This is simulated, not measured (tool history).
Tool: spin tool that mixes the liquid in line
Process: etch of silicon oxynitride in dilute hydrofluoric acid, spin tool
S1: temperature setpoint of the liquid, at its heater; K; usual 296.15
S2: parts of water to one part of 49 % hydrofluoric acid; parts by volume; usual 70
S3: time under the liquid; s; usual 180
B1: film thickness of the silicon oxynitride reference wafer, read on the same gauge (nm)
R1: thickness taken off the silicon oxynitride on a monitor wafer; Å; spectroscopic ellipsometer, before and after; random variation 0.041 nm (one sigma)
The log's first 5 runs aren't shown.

run,day,S1,S2,S3,B1,R1
6,14.975,298.65,70,180,130,78.2
# day 17.804: gauge calibrated
7,19.288,298.65,70,180,130,77.6
8,21.308,296.15,95,180,130,49.9
9,24.246,296.15,95,180,129.99,49.5
10,25.917,296.15,95,180,129.99,49.4
11,29.558,296.15,70,180,129.98,68.6
12,31.833,296.15,70,180,130.02,69.2
13,36.3,296.15,70,180,129.99,68.6
14,38.208,296.15,70,180,129.98,68.7
15,40.458,296.15,55,80,129.99,39.2
# day 41.017: hydrofluoric acid flow meter replaced
16,42.788,297.65,60,80,130.02,38.5
17,44.529,296.15,70,180,129.99,68.9
18,48.246,298.65,70,255,129.99,108.7
19,51.675,299.65,60,125,130,66.2
# day 52.296: thermometer replaced
20,53.933,300.15,70,180,130,82.6
21,58.638,294.65,70,245,130.01,86.7
22,61.658,293.15,105,105,129.99,22.6
23,64.271,296.15,95,145,130.01,40.1
24,67.825,298.15,85,290,129.99,98
25,69.662,296.15,70,180,130,68.4
26,72.412,298.65,70,180,130,76.6
27,76.346,293.15,85,95,129.99,25.4
# day 78.238: hydrofluoric acid flow meter replaced
28,79.008,296.15,45,275,129.99,166.3
29,81.458,294.15,90,95,129.99,25.2

Run 30 comes next. What will it give?
30,84.375,296.15,70,180,?,?

B1: 130
R1: 68.1 Å
Without the tool's hidden state the same run would have given R1 68.1 Å.
